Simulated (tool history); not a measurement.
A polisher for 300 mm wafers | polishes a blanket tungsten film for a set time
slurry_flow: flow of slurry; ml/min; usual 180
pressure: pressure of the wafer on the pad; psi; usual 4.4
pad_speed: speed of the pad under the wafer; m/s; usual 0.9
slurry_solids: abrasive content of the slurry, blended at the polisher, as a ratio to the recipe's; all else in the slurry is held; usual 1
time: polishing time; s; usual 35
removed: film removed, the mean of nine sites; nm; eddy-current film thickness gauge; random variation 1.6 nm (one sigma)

run	day	slurry_flow	pressure	pad_speed	slurry_solids	time	incoming thickness of the incoming film, nm	removed
1	0	180	4.4	0.9	1	35	785.9	182
2	1.371	180	4.4	0.9	1	35	786.9	184.9
3	2.708	180	4.4	0.9	1	35	793.4	186.4
4	3.996	180	4.4	0.9	1	35	781.6	182.9
5	5.675	180	4.4	0.9	1	35	805.5	185.5
6	6.425	180	4.4	0.9	1	35	806.1	185.3
7	6.908	180	4.4	0.9	1	35	788.5	186.1
8	8.042	180	4.4	0.9	1	35	782.3	190.6
9	8.95	180	4.4	0.9	1	35	785.4	188.9
10	10.25	180	4.4	0.9	1	35	796.1	190
11	10.796	200	4.4	0.7	1	35	775.9	169.6
12	12.246	200	4.4	0.7	1	35	782.2	166.4
13	13.033	180	4.4	0.9	1	25	805.8	135.6
14	14.254	130	4.4	0.66	1	35	790.7	152.9
15	14.946	180	4.4	0.9	1	35	779.9	193.8
16	16.333	180	4.4	0.9	1.2	35	791.5	205.6
17	17.654	180	4.4	0.9	1	35	781.8	185.2
18	18.875	180	3.2	0.9	1	35	791.4	134.1
19	19.446	180	4.4	0.9	1	35	790.2	183.3
20	20.7	180	4.4	0.9	1.2	35	782.3	198.9
21	21.479	180	4.4	0.62	1	25	792.5	109.2
22	22.446	180	4.4	0.9	1.2	35	785.5	197.9
23	23.588	180	4.4	0.9	0.75	27	790.4	128.4
24	25	120	4.4	1.14	1	35	785.6	208.1
25	25.867	180	4.4	0.9	1	35	789.5	187.7
26	26.7	120	3.6	0.9	0.85	41	781.3	160.2
27	27.912	160	5.4	0.82	1.3	35	780	236.1

Taken out of this log: 15 entries between the listed runs. Where each belongs, and how the hidden state differs across it:
Between runs 1 and 2: slurry tank refilled with fresh slurry and peroxide (day 0.762)
  deviation of the head's pressure from its setpoint, %: 1.65 -> 2.12
  measured less the result without the state, removed: +2.9 -> +3.8 nm
Between runs 2 and 3: slurry nozzle cleaned (day 2.312)
  deviation of the head's pressure from its setpoint, %: 2.12 -> 2.58
  measured less the result without the state, removed: +3.8 -> +4.7 nm
Between runs 4 and 5: slurry blender recalibrated (day 4.775)
  deviation of the head's pressure from its setpoint, %: 3.02 -> 3.6
  measured less the result without the state, removed: +5.3 -> +6.4 nm
Between runs 5 and 6: worn pad replaced by a new one (day 6.404)
  deviation of the head's pressure from its setpoint, %: 3.6 -> 3.86
  measured less the result without the state, removed: +6.4 -> +6.8 nm
Between runs 6 and 7: slurry tank refilled with fresh slurry and peroxide (day 6.5)
  deviation of the head's pressure from its setpoint, %: 3.86 -> 4.02
  measured less the result without the state, removed: +6.8 -> +7.2 nm
Between runs 11 and 12: slurry tank refilled with fresh slurry and peroxide (day 12.225)
  deviation of the head's pressure from its setpoint, %: 5.36 -> 5.86
  measured less the result without the state, removed: +8.6 -> +9.2 nm
Between runs 12 and 13: worn pad replaced by a new one (day 12.529)
  deviation of the head's pressure from its setpoint, %: 5.86 -> 6.13
  measured less the result without the state, removed: +9.2 -> +7.9 nm
Between runs 14 and 15: slurry blender recalibrated (day 14.712)
  deviation of the head's pressure from its setpoint, %: 6.55 -> 6.78
  measured less the result without the state, removed: +9.4 -> +12.3 nm
Between runs 16 and 17: head pressure recalibrated (day 16.579)
  deviation of the head's pressure from its setpoint, %: 7.26 -> 2.14
  measured less the result without the state, removed: +13.9 -> +3.9 nm
Between runs 17 and 18: slurry nozzle cleaned (day 18.05)
  deviation of the head's pressure from its setpoint, %: 2.14 -> 2.56
  measured less the result without the state, removed: +3.9 -> +3.3 nm
Between runs 18 and 19: slurry tank refilled with fresh slurry and peroxide (day 19.221)
  deviation of the head's pressure from its setpoint, %: 2.56 -> 2.75
  measured less the result without the state, removed: +3.3 -> +4.9 nm
Between runs 19 and 20: worn pad replaced by a new one (day 19.788)
  deviation of the head's pressure from its setpoint, %: 2.75 -> 3.18
  measured less the result without the state, removed: +4.9 -> +6.2 nm
Between runs 23 and 24: slurry blender recalibrated (day 24.896)
  deviation of the head's pressure from its setpoint, %: 4.17 -> 4.66
  measured less the result without the state, removed: +5.1 -> +9.3 nm
Between runs 24 and 25: worn pad replaced by a new one (day 25.354)
  deviation of the head's pressure from its setpoint, %: 4.66 -> 4.96
  measured less the result without the state, removed: +9.3 -> +8.8 nm
Between runs 25 and 26: slurry tank refilled with fresh slurry and peroxide (day 26.192)
  deviation of the head's pressure from its setpoint, %: 4.96 -> 5.24
  measured less the result without the state, removed: +8.8 -> +8 nm

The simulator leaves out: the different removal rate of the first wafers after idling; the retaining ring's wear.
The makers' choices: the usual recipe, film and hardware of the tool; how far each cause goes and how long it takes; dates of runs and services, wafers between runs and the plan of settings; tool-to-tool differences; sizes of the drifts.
